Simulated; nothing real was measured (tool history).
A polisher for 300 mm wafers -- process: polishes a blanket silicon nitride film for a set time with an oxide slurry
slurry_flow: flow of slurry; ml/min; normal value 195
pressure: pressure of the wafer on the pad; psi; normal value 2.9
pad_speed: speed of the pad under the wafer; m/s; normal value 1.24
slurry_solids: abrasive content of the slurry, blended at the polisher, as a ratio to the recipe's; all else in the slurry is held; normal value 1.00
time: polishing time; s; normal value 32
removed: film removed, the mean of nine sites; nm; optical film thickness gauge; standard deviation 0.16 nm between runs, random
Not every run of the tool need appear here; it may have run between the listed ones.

| run | hour | slurry_flow | pressure | pad_speed | slurry_solids | time | incoming thickness of the incoming film, nm | removed |
|---|---|---|---|---|---|---|---|---|
| 1 | 0.0 | 170 | 2.9 | 1.24 | 1.00 | 32 | 300.8 | 21.2 |
| 2 | 37.9 | 170 | 2.9 | 1.24 | 1.00 | 32 | 297.6 | 20.8 |
| 3 | 62.5 | 195 | 2.9 | 1.24 | 1.00 | 32 | 304.3 | 21.2 |
| 4 | 84.4 | 195 | 2.9 | 1.24 | 1.00 | 32 | 293.9 | 21.4 |
| 5 | 113.2 | 195 | 2.9 | 1.24 | 1.00 | 37 | 299.4 | 24.2 |
| 6 | 145.8 | 255 | 3.4 | 1.24 | 1.00 | 32 | 295.5 | 24.0 |
| 7 | 163.1 | 155 | 3.2 | 1.24 | 0.70 | 32 | 298.8 | 19.0 |
| 8 | 192.4 | 195 | 2.9 | 1.24 | 1.00 | 32 | 301.3 | 22.3 |
| 9 | 284.2 | 195 | 2.9 | 1.24 | 1.00 | 32 | 297.0 | 21.6 |
| 10 | 300.5 | 195 | 2.9 | 1.24 | 1.00 | 32 | 301.1 | 21.7 |
| 11 | 318.8 | 240 | 2.9 | 1.60 | 0.70 | 40 | 296.7 | 26.8 |
| 12 | 348.4 | 195 | 2.4 | 1.64 | 1.15 | 32 | 302.3 | 22.9 |
| 13 | 443.8 | 195 | 2.1 | 1.24 | 0.75 | 43 | 301.6 | 22.7 |
| 14 | 465.2 | 195 | 2.9 | 1.08 | 1.00 | 28 | 299.5 | 18.7 |
| 15 | 489.0 | 235 | 3.2 | 1.24 | 1.00 | 32 | 303.8 | 24.1 |
| 16 | 505.1 | 195 | 2.9 | 1.24 | 1.00 | 32 | 294.6 | 22.1 |
| 17 | 561.2 | 195 | 2.2 | 1.40 | 1.15 | 26 | 302.4 | 16.4 |
| 18 | 580.2 | 195 | 2.9 | 1.24 | 1.00 | 32 | 302.4 | 21.6 |
| 19 | 604.6 | 195 | 2.2 | 1.24 | 0.85 | 32 | 298.2 | 17.0 |
| 20 | 636.1 | 195 | 2.9 | 1.64 | 0.75 | 43 | 295.0 | 28.9 |
| 21 | 669.5 | 195 | 2.9 | 1.24 | 1.00 | 32 | 300.3 | 21.3 |
| 22 | 686.7 | 195 | 3.9 | 1.24 | 1.30 | 41 | 299.0 | 37.1 |
| 23 | 710.6 | 195 | 2.6 | 1.24 | 1.00 | 32 | 300.2 | 21.3 |
| 24 | 730.7 | 195 | 3.3 | 1.24 | 1.00 | 32 | 303.1 | 24.0 |
| 25 | 756.0 | 195 | 3.8 | 1.24 | 1.00 | 40 | 301.8 | 33.5 |

Between the runs listed above, the log contained 10 entries, not reproduced here. Where in the sequence does each belong, and how does what the log doesn't record of the tool's condition differ from the listed run before to the listed run after?
Logged between run 5 and run 6: worn pad replaced by a new one, of another model than before (hour 142.9)
  abrasive missing from the slurry, %: 20.3 -> 20.9
  the result without the hidden state subtracted from the measured one, removed: -2.1 -> -2.3 nm
Logged between run 6 and run 7: slurry nozzle cleaned (hour 162.6)
  abrasive missing from the slurry, %: 20.9 -> 21.1
  the result without the hidden state subtracted from the measured one, removed: -2.3 -> -2.0 nm
Logged between run 7 and run 8: slurry blender recalibrated (hour 168.4)
  abrasive missing from the slurry, %: 21.1 -> 5.36
  the result without the hidden state subtracted from the measured one, removed: -2.0 -> -0.4 nm
Logged between run 12 and run 13: conditioning disc replaced and pad reconditioned (hour 394.5); worn pad replaced by a new one (hour 407.6); slurry blender recalibrated (hour 440.7)
  abrasive missing from the slurry, %: 18.5 -> 1.39
  the result without the hidden state subtracted from the measured one, removed: -1.7 -> -0.1 nm
Logged between run 13 and run 14: slurry nozzle cleaned (hour 463.7)
  abrasive missing from the slurry, %: 1.39 -> 5.84
  the result without the hidden state subtracted from the measured one, removed: -0.1 -> -0.4 nm
Logged between run 21 and run 22: worn pad replaced by a new one (hour 684.9)
  abrasive missing from the slurry, %: 20 -> 20.2
  the result without the hidden state subtracted from the measured one, removed: -1.8 -> -3.0 nm
Logged between run 22 and run 23: slurry blender recalibrated (hour 696.3); head pressure recalibrated (hour 710.1)
  abrasive missing from the slurry, %: 20.2 -> 3.96
  the result without the hidden state subtracted from the measured one, removed: -3.0 -> -0.3 nm

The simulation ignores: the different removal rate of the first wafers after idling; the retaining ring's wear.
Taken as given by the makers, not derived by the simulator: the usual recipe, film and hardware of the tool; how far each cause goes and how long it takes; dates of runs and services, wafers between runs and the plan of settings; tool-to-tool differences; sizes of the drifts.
